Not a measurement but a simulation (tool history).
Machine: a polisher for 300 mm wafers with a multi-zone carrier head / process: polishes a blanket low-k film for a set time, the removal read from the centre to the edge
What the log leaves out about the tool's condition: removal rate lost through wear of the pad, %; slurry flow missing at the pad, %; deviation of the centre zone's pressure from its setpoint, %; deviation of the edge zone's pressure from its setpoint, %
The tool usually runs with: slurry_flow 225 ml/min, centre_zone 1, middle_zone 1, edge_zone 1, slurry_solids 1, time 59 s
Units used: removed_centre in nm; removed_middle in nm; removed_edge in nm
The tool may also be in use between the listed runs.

run	hour	slurry_flow	centre_zone	middle_zone	edge_zone	slurry_solids	time	wafers since the last listed run	wafers polished on this pad	hours since the slurry nozzle was cleaned	hours since the centre zone pressure was calibrated	hours since the edge zone pressure was calibrated	hours since the carrier head's membrane was replaced	incoming thickness of the incoming film, nm	removed_centre	removed_middle	removed_edge
1	0	225	1	1	1	1	59	0	117	128.3	214.7	73.7	25.5	655.3	20.5	20.5	21.1
2	84.4	225	1	1	1	1	59	566	683	212.7	299.1	158.1	109.9	652.5	20.6	20.4	21
3	166.6	225	1	1	1	1	59	551	1234	294.9	381.3	240.3	192.1	650.4	19.8	20	20.8
# hour 194.6: slurry nozzle cleaned
4	241.5	225	1	1	1	1	59	495	1730	46.9	456.2	315.2	267	655.1	21.1	20.6	21.5
# hour 263.3: worn pad replaced by a new one
# hour 267: centre zone pressure recalibrated
5	299.6	225	1	1	1	1	59	349	230	105	32.6	373.3	325.1	651.3	20.8	20.5	21.3
6	392.4	225	1	1	1	1	59	622	852	197.8	125.4	466.1	417.9	656.5	20.2	20.6	21
7	432.3	225	1	1	1	1	59	267	1119	237.7	165.3	506	457.8	656.4	20.4	20.3	20.6
8	474.1	225	1	1.05	1	1	59	280	1400	279.5	207.1	547.8	499.6	648	19.8	20.8	20.8
# hour 500.4: edge zone pressure recalibrated
9	511.1	225	1	1	1	1	59	234	1635	316.5	244.1	10.7	536.6	653.1	19.9	20.1	20.8
# hour 543.5: slurry nozzle cleaned
# hour 593.3: worn pad replaced by a new one, of another model than before
10	617.2	285	1	0.92	1	0.75	59	678	160	73.7	350.2	116.8	642.7	652.7	17.9	17.1	18.4
# hour 679.7: carrier head's membrane replaced by a new one
11	694.6	225	1	1	1	1	59	485	645	151.1	427.6	194.2	14.9	643.2	20.4	20.2	21.3
12	768.2	160	1.04	1.09	0.94	1	59	493	1139	224.7	501.2	267.8	88.5	652.5	20.4	21.5	20.5
# hour 779.7: centre zone pressure recalibrated
# hour 853.5: slurry nozzle cleaned
13	854	225	0.92	1	1.05	1	59	555	1694	0.5	74.3	353.6	174.3	636.3	19.1	20.6	22.1
# hour 888.7: worn pad replaced by a new one
14	943.6	225	0.93	1	1.09	1.1	59	574	368	90.1	163.9	443.2	263.9	654.3	20.1	22	23.2
15	1023.5	225	1	1	1	1	59	535	904	170	243.8	523.1	343.8	649.4	20.2	19.8	21.2
# hour 1103.5: edge zone pressure recalibrated
16	1122.8	180	1	1.09	1.05	1.1	59	652	1556	269.3	343.1	19.3	443.1	642.3	20.9	22.6	22.5
# hour 1199.1: slurry nozzle cleaned
# hour 1202.6: centre zone pressure recalibrated
# hour 1214.6: worn pad replaced by a new one
# hour 1386.9: carrier head's membrane replaced by a new one
17	1392.5	225	1.11	1.11	1	1	41	1728	1159	193.4	189.9	289	5.6	642.1	15.9	15.5	14.8
# hour 1476.6: slurry nozzle cleaned
18	1479.8	225	1	1.04	1	1	38	578	1738	3.2	277.2	376.3	92.9	660.6	13.4	13.8	13.8
# hour 1535.8: worn pad replaced by a new one
# hour 1551.9: edge zone pressure recalibrated
19	1585.5	225	1	1	1	1	59	668	320	108.9	382.9	33.6	198.6	638.9	20.7	19.9	21.4

What if the next run were any one of these 4? Each begins from the tool's condition after run 19:
A	1585.9	225	1	1	1	1	59	2	322	109.3	383.3	34	199	640.9	?	?	?
B	1585.9	245	1	1.04	1.07	1	59	2	322	109.3	383.3	34	199	640.9	?	?	?
C	1585.9	225	1	0.96	1	1.3	59	2	322	109.3	383.3	34	199	640.9	?	?	?
D	1585.9	280	1	1	1	1	64	2	322	109.3	383.3	34	199	640.9	?	?	?

run	removed_centre	removed_middle	removed_edge
A	20.5	20.5	21.2
B	20.6	21.3	21.8
C	23	22.3	23.9
D	22.6	22.5	23.2
The same runs, with their run-to-run variation unchanged, on a tool lacking any hidden condition would have given:
run	removed_centre	removed_middle	removed_edge
A	20.7	20.7	21.3
B	20.8	21.5	22
C	23.3	22.5	24.1
D	22.8	22.8	23.4
